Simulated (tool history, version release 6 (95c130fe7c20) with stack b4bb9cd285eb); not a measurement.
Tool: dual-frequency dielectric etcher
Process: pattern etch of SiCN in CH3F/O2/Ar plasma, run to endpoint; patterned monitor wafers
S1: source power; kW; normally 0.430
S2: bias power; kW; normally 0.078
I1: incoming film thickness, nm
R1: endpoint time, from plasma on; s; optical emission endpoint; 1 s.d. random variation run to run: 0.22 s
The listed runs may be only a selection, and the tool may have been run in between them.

run   hour     S1     S2     I1    R1
  1    0.0  0.430  0.087  13.57  31.9
  2   13.0  0.430  0.078  13.68  33.3
  3   21.9  0.430  0.078  13.47  33.2
  4   34.0  0.430  0.078  13.64  33.5
  5   46.3  0.430  0.078  13.53  32.9
  6   64.1  0.430  0.078  13.66  33.9
      94.9  -- wet clean of the chamber
  7   95.4  0.430  0.078  13.51  34.4
  8   95.7  0.430  0.088  13.54  32.9
  9  104.4  0.430  0.078  13.79  35.5
 10  117.2  0.430  0.078  13.48  34.9
 11  133.0  0.430  0.078  13.57  34.9
 12  145.4  0.430  0.078  13.47  34.2
 13  156.0  0.430  0.078  13.60  35.3
 14  171.8  0.430  0.078  13.55  34.8
     202.8  -- upper electrode replaced
 15  203.3  0.430  0.078  13.58  34.4
 16  203.6  0.360  0.065  13.56  41.0
 17  212.9  0.520  0.086  13.53  30.4
     225.3  -- bias power generator calibrated
 18  228.1  0.330  0.078  13.73  38.7
 19  240.0  0.510  0.078  13.88  32.5
 20  246.3  0.430  0.078  13.70  34.9
 21  261.1  0.430  0.078  13.59  34.4
 22  277.3  0.430  0.078  13.63  34.5
 23  291.7  0.360  0.061  13.71  41.9
     308.7  -- source power generator calibrated
 24  309.6  0.430  0.059  13.74  40.2
 25  315.8  0.430  0.078  13.60  34.2
 26  327.0  0.510  0.098  13.49  28.5
 27  333.3  0.500  0.089  13.53  30.5
 28  339.9  0.430  0.078  13.76  34.7
 29  355.6  0.430  0.070  13.69  36.6
 30  366.4  0.430  0.085  13.62  32.6
 31  375.8  0.430  0.078  13.59  34.2
 32  421.0  0.390  0.071  13.54  36.9
 33  435.3  0.430  0.078  13.69  34.2
 34  450.7  0.480  0.060  13.62  37.4
 35  457.7  0.340  0.093  13.40  32.8

Run by run, hidden condition taken away, random variation retained:
Hidden state at play: etch rate over this chamber's usual, %; source power that arrives over what is set, %; bias power that arrives over what is set, %.
run    R1
  1  33.3
  2  34.9
  3  34.8
  4  35.1
  5  34.5
  6  35.7
  7  34.4
  8  32.8
  9  35.6
 10  35.0
 11  35.0
 12  34.4
 13  35.5
 14  35.1
 15  34.7
 16  41.5
 17  30.8
 18  39.2
 19  33.0
 20  35.4
 21  35.0
 22  35.1
 23  42.7
 24  41.1
 25  35.0
 26  29.2
 27  31.2
 28  35.6
 29  37.5
 30  33.5
 31  35.1
 32  38.1
 33  35.4
 34  38.8
 35  34.0
